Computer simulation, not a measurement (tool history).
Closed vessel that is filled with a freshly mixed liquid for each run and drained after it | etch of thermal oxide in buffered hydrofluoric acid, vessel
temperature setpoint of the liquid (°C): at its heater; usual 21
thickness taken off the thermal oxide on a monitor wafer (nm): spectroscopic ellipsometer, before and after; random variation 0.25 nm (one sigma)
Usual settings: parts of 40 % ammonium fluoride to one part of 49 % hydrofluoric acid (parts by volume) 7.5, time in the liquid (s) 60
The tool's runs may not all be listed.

run   hour  temperature setpoint of the liquid (°C)  parts of 40 % ammonium fluoride to one part of 49 % hydrofluoric acid (parts by volume)  time in the liquid (s)  read-back film thickness of the thermal oxide reference wafer, read on the same gauge (nm)  thickness taken off the thermal oxide on a monitor wafer (nm)
  1      0                                       21                                                                                      7.5                      60                                                                                      120.03                                                          68.44
  2   31.6                                       21                                                                                      7.5                      60                                                                                      120.01                                                          67.97
  3   65.1                                       21                                                                                      7.5                      60                                                                                         120                                                          67.43
  4   99.3                                     24.5                                                                                      7.5                      55                                                                                      119.97                                                           74.9
     117.1  -- hydrofluoric acid flow meter replaced
  5  132.3                                     24.5                                                                                      7.5                      55                                                                                      119.98                                                           80.5
  6  159.9                                     24.5                                                                                      7.5                      55                                                                                      120.02                                                          80.03
  7  185.3                                       21                                                                                      7.5                      60                                                                                      119.99                                                          72.21
  8  204.7                                       21                                                                                      7.5                      60                                                                                      119.98                                                             72
  9    232                                       21                                                                                      7.5                      60                                                                                      120.01                                                          72.07
 10    259                                       21                                                                                      7.5                      60                                                                                      119.99                                                          72.16
 11  282.2                                       21                                                                                      7.5                      60                                                                                      120.04                                                          71.82
     308.4  -- thermometer replaced
 12  309.3                                       17                                                                                        6                      30                                                                                         120                                                          35.28
 13  345.1                                       21                                                                                      7.5                      60                                                                                      119.98                                                          71.57
 14  373.8                                       21                                                                                        6                      75                                                                                      120.06                                                         110.75
 15    386                                       21                                                                                      7.5                      60                                                                                      120.04                                                          71.66
 16  427.9                                       21                                                                                      8.5                      60                                                                                      119.98                                                           62.7
 17    450                                       17                                                                                      7.5                      60                                                                                      120.05                                                          56.73
 18  467.3                                     18.5                                                                                      5.5                      95                                                                                      120.02                                                         131.31
 19  487.4                                       19                                                                                      9.5                      40                                                                                      120.01                                                          33.78
     500.5  -- gauge calibrated
 20  506.3                                       21                                                                                      7.5                      60                                                                                      119.97                                                          71.28
 21  536.5                                       21                                                                                      5.5                      70                                                                                      120.04                                                         110.73
 22  554.4                                       23                                                                                        9                      50                                                                                      119.98                                                           54.9
 23    589                                       21                                                                                       10                      60                                                                                      119.97                                                          54.78
 24  619.8                                       21                                                                                      7.5                      60                                                                                      119.98                                                          71.26
 25  650.9                                       21                                                                                      7.5                      60                                                                                      119.99                                                          71.28
 26  684.8                                       25                                                                                      7.5                      45                                                                                      119.96                                                          66.02
 27  705.9                                       17                                                                                      7.5                      75                                                                                      120.02                                                          70.44
 28  720.7                                       21                                                                                      9.5                      60                                                                                      120.04                                                          56.61
 29  796.5                                     25.5                                                                                       10                      75                                                                                      120.01                                                           87.1
 30    820                                       21                                                                                      7.5                      60                                                                                      120.02                                                          70.45
 31    838                                       21                                                                                      7.5                      60                                                                                      119.96                                                          71.05

Run 32 comes next. What will it give?
 32  859.9                                       17                                                                                      9.5                      35                                                                                           ?                                                              ?

read-back film thickness of the thermal oxide reference wafer, read on the same gauge (nm): 119.99
thickness taken off the thermal oxide on a monitor wafer (nm): 26.22
Without the tool's hidden state the same run would have given thickness taken off the thermal oxide on a monitor wafer (nm) 26.62.
